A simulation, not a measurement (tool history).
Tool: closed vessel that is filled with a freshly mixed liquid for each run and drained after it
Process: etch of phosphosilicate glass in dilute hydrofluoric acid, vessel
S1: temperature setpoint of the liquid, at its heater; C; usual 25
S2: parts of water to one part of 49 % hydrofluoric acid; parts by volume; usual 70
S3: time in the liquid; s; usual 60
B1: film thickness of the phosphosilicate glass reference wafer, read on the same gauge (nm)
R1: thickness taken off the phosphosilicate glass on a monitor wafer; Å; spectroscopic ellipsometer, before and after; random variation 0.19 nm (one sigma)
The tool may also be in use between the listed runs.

| run | hour | S1 | S2 | S3 | B1 | R1 |
|---|---|---|---|---|---|---|
| 1 | 0 | 25 | 70 | 60 | 80.01 | 632.8 |
| 2 | 32.7 | 25 | 70 | 60 | 80.01 | 632 |
| 3 | 62.5 | 25 | 70 | 60 | 79.99 | 629.1 |
| 4 | 86.2 | 21.5 | 70 | 60 | 80.01 | 548 |
| 5 | 114.5 | 21.5 | 70 | 60 | 80 | 547.1 |
|  | 134.3 | gauge calibrated |
| 6 | 144.3 | 25 | 70 | 60 | 80 | 628.9 |
|  | 150.9 | thermometer replaced |
| 7 | 160.4 | 27.5 | 70 | 60 | 80.01 | 636.8 |
| 8 | 187.9 | 27.5 | 70 | 60 | 79.99 | 634.3 |
|  | 201.9 | hydrofluoric acid flow meter replaced |
| 9 | 208.6 | 27.5 | 70 | 60 | 79.99 | 658.8 |
| 10 | 230.4 | 27.5 | 45 | 60 | 80 | 1065.3 |
| 11 | 255.4 | 28.5 | 45 | 95 | 80.01 | 1756.1 |
| 12 | 279.5 | 22 | 70 | 60 | 79.98 | 528.9 |
| 13 | 296.3 | 21.5 | 70 | 60 | 79.99 | 520.5 |
| 14 | 310.8 | 25 | 70 | 60 | 80 | 596.6 |
| 15 | 340.3 | 28.5 | 90 | 35 | 80.02 | 299.2 |
|  | 346.5 | gauge calibrated |
| 16 | 372.4 | 30 | 100 | 35 | 80.01 | 281.7 |
| 17 | 404.1 | 28 | 60 | 60 | 79.99 | 788.6 |
| 18 | 431.9 | 25 | 35 | 60 | 80 | 1252 |

Some steps in R1 between neighbouring runs. How much of each would the tool show without its hidden state too (settings, what came in, random variation), and how much is left for the hidden state, with any gauge scatter that isn't in both results?
The hidden state here: liquid hotter than its thermometer reads (K); hydrofluoric acid flow below the setpoint (%); gauge reads high (%).
Run 6 -> 7: S1 25 -> 27.5, thermometer replaced. R1 +7.9 Å: hidden state -52.4, all else +60.3.
Run 11 -> 12: S1 28.5 -> 22, S2 45 -> 70, S3 95 -> 60. R1 -1227.2 Å: hidden state +7.7, all else -1234.9.
